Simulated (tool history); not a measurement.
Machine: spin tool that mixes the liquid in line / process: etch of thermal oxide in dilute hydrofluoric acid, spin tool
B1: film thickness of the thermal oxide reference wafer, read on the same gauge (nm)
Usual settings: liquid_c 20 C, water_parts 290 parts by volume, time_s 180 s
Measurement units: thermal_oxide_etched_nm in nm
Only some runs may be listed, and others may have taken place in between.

Run 1, day 0: usual settings but time_s 245 s; B1 103.584. Result: thermal_oxide_etched_nm 2.972 nm.
Run 2, day 3.067: usual settings; B1 103.794. Result: thermal_oxide_etched_nm 2.143 nm.
Run 3, day 4.838: usual settings; B1 103.986. Result: thermal_oxide_etched_nm 2.158 nm.
At day 13.771: hydrofluoric acid flow meter replaced.
Run 4, day 18: usual settings; B1 105.014. Result: thermal_oxide_etched_nm 2.196 nm.
Run 5, day 19.546: usual settings; B1 105.056. Result: thermal_oxide_etched_nm 2.221 nm.
Run 6, day 23.454: usual settings; B1 105.449. Result: thermal_oxide_etched_nm 2.226 nm.
Run 7, day 25.796: usual settings; B1 105.718. Result: thermal_oxide_etched_nm 2.204 nm.
Run 8, day 27.483: usual settings; B1 105.736. Result: thermal_oxide_etched_nm 2.233 nm.
Run 9, day 30.171: usual settings; B1 105.971. Result: thermal_oxide_etched_nm 2.195 nm.
Run 10, day 34.225: usual settings but liquid_c 18 C; B1 106.404. Result: thermal_oxide_etched_nm 2.078 nm.
Run 11, day 36.833: usual settings but liquid_c 18 C; B1 106.609. Result: thermal_oxide_etched_nm 2.078 nm.
Run 12, day 39.821: usual settings but liquid_c 18 C; B1 106.891. Result: thermal_oxide_etched_nm 2.072 nm.
At day 40.775: thermometer replaced.
Run 13, day 44.179: usual settings but liquid_c 23 C; B1 107.365. Result: thermal_oxide_etched_nm 2.504 nm.
Run 14, day 47.638: usual settings but time_s 125 s; B1 107.658. Result: thermal_oxide_etched_nm 1.571 nm.
At day 49.533: gauge calibrated.
Run 15, day 51.458: usual settings but water_parts 405 parts by volume; B1 99.969. Result: thermal_oxide_etched_nm 1.383 nm.
Run 16, day 55.654: usual settings but liquid_c 17 C, water_parts 375 parts by volume, time_s 270 s; B1 99.982. Result: thermal_oxide_etched_nm 2.05 nm.
At day 64.162: hydrofluoric acid flow meter replaced.
Run 17, day 65.829: usual settings but water_parts 420 parts by volume; B1 100.061. Result: thermal_oxide_etched_nm 1.304 nm.
Run 18, day 75.388: usual settings; B1 100.17. Result: thermal_oxide_etched_nm 2.079 nm.
Run 19, day 77.858: usual settings but water_parts 205 parts by volume, time_s 240 s; B1 100.252. Result: thermal_oxide_etched_nm 4.248 nm.
Run 20, day 80.017: usual settings; B1 100.242. Result: thermal_oxide_etched_nm 2.1 nm.
Run 21, day 83.512: usual settings but liquid_c 17 C, water_parts 215 parts by volume, time_s 250 s; B1 100.33. Result: thermal_oxide_etched_nm 3.74 nm.
Run 22, day 87.829: usual settings but liquid_c 18 C; B1 100.44. Result: thermal_oxide_etched_nm 1.953 nm.
Run 23, day 90.454: usual settings; B1 100.484. Result: thermal_oxide_etched_nm 2.093 nm.
Run 24, day 94.342: usual settings but liquid_c 17 C, water_parts 350 parts by volume; B1 100.569. Result: thermal_oxide_etched_nm 1.514 nm.
Run 25, day 97.871: usual settings; B1 100.678. Result: thermal_oxide_etched_nm 2.141 nm.
Run 26, day 101.175: usual settings but water_parts 245 parts by volume; B1 100.758. Result: thermal_oxide_etched_nm 2.607 nm.
Run 27, day 104.917: usual settings but time_s 115 s; B1 100.81. Result: thermal_oxide_etched_nm 1.351 nm.
Run 28, day 108.808: usual settings but liquid_c 17 C, water_parts 410 parts by volume, time_s 220 s; B1 100.996. Result: thermal_oxide_etched_nm 1.49 nm.
Run 29, day 111.312: usual settings but liquid_c 24 C, water_parts 195 parts by volume, time_s 105 s; B1 101.159. Result: thermal_oxide_etched_nm 2.353 nm.
Run 30, day 114.942: usual settings but liquid_c 17 C, water_parts 180 parts by volume; B1 101.205. Result: thermal_oxide_etched_nm 3.318 nm.
Run 31, day 117.067: usual settings; B1 101.379. Result: thermal_oxide_etched_nm 2.115 nm.
Run 32, day 119.971: usual settings but liquid_c 18 C, time_s 285 s; B1 101.473. Result: thermal_oxide_etched_nm 3.147 nm.
Run 33, day 124.288: usual settings but liquid_c 17.5 C; B1 101.634. Result: thermal_oxide_etched_nm 1.896 nm.

Consider 4 possible next runs. They are alternatives, not a sequence: every one starts from the tool as it was left by run 33. What does each give?
Run A, day 124.308: usual settings but water_parts 225 parts by volume; B1 ?. Result: thermal_oxide_etched_nm ?.
Run B, day 124.308: usual settings but liquid_c 17 C, time_s 115 s; B1 ?. Result: thermal_oxide_etched_nm ?.
Run C, day 124.308: usual settings but liquid_c 22 C, water_parts 430 parts by volume, time_s 235 s; B1 ?. Result: thermal_oxide_etched_nm ?.
Run D, day 124.308: usual settings but liquid_c 17.5 C, time_s 95 s; B1 ?. Result: thermal_oxide_etched_nm ?.

run       B1  thermal_oxide_etched_nm
  A  101.602                    2.937
  B  101.602                    1.225
  C  101.602                    1.794
  D  101.602                    1.032
Take away the tool's hidden state, keep each run's random variation, and the runs would have read:
run  thermal_oxide_etched_nm
  A                    2.891
  B                    1.206
  C                    1.765
  D                    1.015

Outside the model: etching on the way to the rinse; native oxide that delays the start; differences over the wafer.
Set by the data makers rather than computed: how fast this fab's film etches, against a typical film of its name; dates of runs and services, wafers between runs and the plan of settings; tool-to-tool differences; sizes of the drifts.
